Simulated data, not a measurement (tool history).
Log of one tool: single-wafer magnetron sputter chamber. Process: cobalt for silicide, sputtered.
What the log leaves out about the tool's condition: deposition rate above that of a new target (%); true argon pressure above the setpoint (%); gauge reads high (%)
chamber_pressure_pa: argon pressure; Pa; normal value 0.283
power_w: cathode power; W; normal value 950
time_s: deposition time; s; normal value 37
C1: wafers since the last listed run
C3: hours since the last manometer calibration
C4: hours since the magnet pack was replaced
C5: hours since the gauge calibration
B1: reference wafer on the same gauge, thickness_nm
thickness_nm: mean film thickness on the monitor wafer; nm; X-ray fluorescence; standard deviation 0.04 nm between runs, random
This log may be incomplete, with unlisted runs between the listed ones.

Run 1, hour 0: usual settings; C1 0; wafers on the sputter target 18461; C3 224.2; C4 9783.3; C5 2447; B1 19.108. Result: thickness_nm 18.868 nm.
Run 2, hour 37.1: usual settings; C1 1127; wafers on the sputter target 19589; C3 261.3; C4 9820.4; C5 2484.1; B1 19.098. Result: thickness_nm 18.792 nm.
Run 3, hour 103.6: usual settings but power_w 850 W, time_s 33.3 s; C1 2021; wafers on the sputter target 21610; C3 327.8; C4 9886.9; C5 2550.6; B1 19.093. Result: thickness_nm 15.155 nm.
At hour 188: sputter target and shields replaced.
Run 4, hour 188.5: usual settings but power_w 850 W, time_s 33.3 s; C1 2337; wafers on the sputter target 15; C3 412.7; C4 9971.8; C5 2635.5; B1 19.102. Result: thickness_nm 15.263 nm.
Run 5, hour 226.5: usual settings; C1 1155; wafers on the sputter target 1170; C3 450.7; C4 10009.8; C5 2673.5; B1 19.1. Result: thickness_nm 19.054 nm.
Run 6, hour 333.3: usual settings; C1 3246; wafers on the sputter target 4417; C3 557.5; C4 10116.6; C5 2780.3; B1 19.1. Result: thickness_nm 18.96 nm.
Run 7, hour 385.2: usual settings; C1 1577; wafers on the sputter target 5994; C3 609.4; C4 10168.5; C5 2832.2; B1 19.102. Result: thickness_nm 18.872 nm.
Run 8, hour 461: usual settings; C1 2304; wafers on the sputter target 8299; C3 685.2; C4 10244.3; C5 2908; B1 19.103. Result: thickness_nm 18.821 nm.
At hour 565.5: magnet pack replaced.
Run 9, hour 566: usual settings; C1 2948; wafers on the sputter target 11247; C3 790.2; C4 0.5; C5 3013; B1 19.105. Result: thickness_nm 18.86 nm.
Run 10, hour 647.2: usual settings; C1 2468; wafers on the sputter target 13716; C3 871.4; C4 81.7; C5 3094.2; B1 19.101. Result: thickness_nm 18.885 nm.
Run 11, hour 721.5: usual settings; C1 2258; wafers on the sputter target 15974; C3 945.7; C4 156; C5 3168.5; B1 19.111. Result: thickness_nm 18.852 nm.
At hour 822.3: gauge calibrated.
Run 12, hour 825.2: usual settings; C1 3152; wafers on the sputter target 19127; C3 1049.4; C4 259.7; C5 2.9; B1 19.096. Result: thickness_nm 18.773 nm.
At hour 846.2: sputter target and shields replaced.
Run 13, hour 928.9: usual settings; C1 2909; wafers on the sputter target 2515; C3 1153.1; C4 363.4; C5 106.6; B1 19.102. Result: thickness_nm 19.007 nm.
Run 14, hour 1002: usual settings but chamber_pressure_pa 0.192 Pa, power_w 1100 W; C1 2222; wafers on the sputter target 4737; C3 1226.2; C4 436.5; C5 179.7; B1 19.105. Result: thickness_nm 22.48 nm.
Run 15, hour 1067.1: usual settings but chamber_pressure_pa 0.372 Pa; C1 1978; wafers on the sputter target 6716; C3 1291.3; C4 501.6; C5 244.8; B1 19.092. Result: thickness_nm 18.557 nm.
Run 16, hour 1114.2: usual settings but chamber_pressure_pa 0.381 Pa, power_w 1200 W; C1 1431; wafers on the sputter target 8148; C3 1338.4; C4 548.7; C5 291.9; B1 19.099. Result: thickness_nm 23.311 nm.
Run 17, hour 1212.4: usual settings but chamber_pressure_pa 0.239 Pa; C1 2985; wafers on the sputter target 11133; C3 1436.6; C4 646.9; C5 390.1; B1 19.1. Result: thickness_nm 19.121 nm.
Run 18, hour 1270.1: usual settings; C1 1754; wafers on the sputter target 12887; C3 1494.3; C4 704.6; C5 447.8; B1 19.1. Result: thickness_nm 18.929 nm.
Run 19, hour 1345.9: usual settings; C1 2304; wafers on the sputter target 15191; C3 1570.1; C4 780.4; C5 523.6; B1 19.094. Result: thickness_nm 18.807 nm.
Run 20, hour 1444.4: usual settings but chamber_pressure_pa 0.387 Pa, power_w 750 W; C1 2994; wafers on the sputter target 18186; C3 1668.6; C4 878.9; C5 622.1; B1 19.104. Result: thickness_nm 14.453 nm.
At hour 1481.5: capacitance manometer re-zeroed and calibrated.
Run 21, hour 1539.5: usual settings but chamber_pressure_pa 0.362 Pa; C1 2647; wafers on the sputter target 20833; C3 58; C4 974; C5 717.2; B1 19.1. Result: thickness_nm 18.414 nm.
At hour 1603.5: sputter target and shields replaced.
Run 22, hour 1624.1: usual settings but chamber_pressure_pa 0.392 Pa, power_w 750 W, time_s 33.8 s; C1 2328; wafers on the sputter target 625; C3 142.6; C4 1058.6; C5 801.8; B1 19.099. Result: thickness_nm 13.349 nm.
Run 23, hour 1677.8: usual settings; C1 1632; wafers on the sputter target 2257; C3 196.3; C4 1112.3; C5 855.5; B1 19.102. Result: thickness_nm 19.003 nm.
Run 24, hour 1735.4: usual settings but time_s 33.2 s; C1 1750; wafers on the sputter target 4008; C3 253.9; C4 1169.9; C5 913.1; B1 19.101. Result: thickness_nm 17.017 nm.
Run 25, hour 1817.7: usual settings; C1 2501; wafers on the sputter target 6510; C3 336.2; C4 1252.2; C5 995.4; B1 19.099. Result: thickness_nm 18.911 nm.
Run 26, hour 1873.6: usual settings; C1 1699; wafers on the sputter target 8210; C3 392.1; C4 1308.1; C5 1051.3; B1 19.093. Result: thickness_nm 18.934 nm.
Run 27, hour 1930.2: usual settings but power_w 800 W, time_s 32.9 s; C1 1720; wafers on the sputter target 9930; C3 448.7; C4 1364.7; C5 1107.9; B1 19.09. Result: thickness_nm 14.163 nm.
Run 28, hour 2018.2: usual settings but power_w 850 W; C1 2675; wafers on the sputter target 12605; C3 536.7; C4 1452.7; C5 1195.9; B1 19.095. Result: thickness_nm 16.916 nm.

What will run 29 give?
Run 29, hour 2073.6: usual settings but chamber_pressure_pa 0.226 Pa, power_w 1100 W, time_s 34.1 s; C1 1684; wafers on the sputter target 14289; C3 592.1; C4 1508.1; C5 1251.3; B1 ?. Result: thickness_nm ?.

Run 29 came out at B1 19.102, thickness_nm 20.369 nm.
The same run, on a tool lacking any hidden state, would have yielded thickness_nm 20.53 nm.
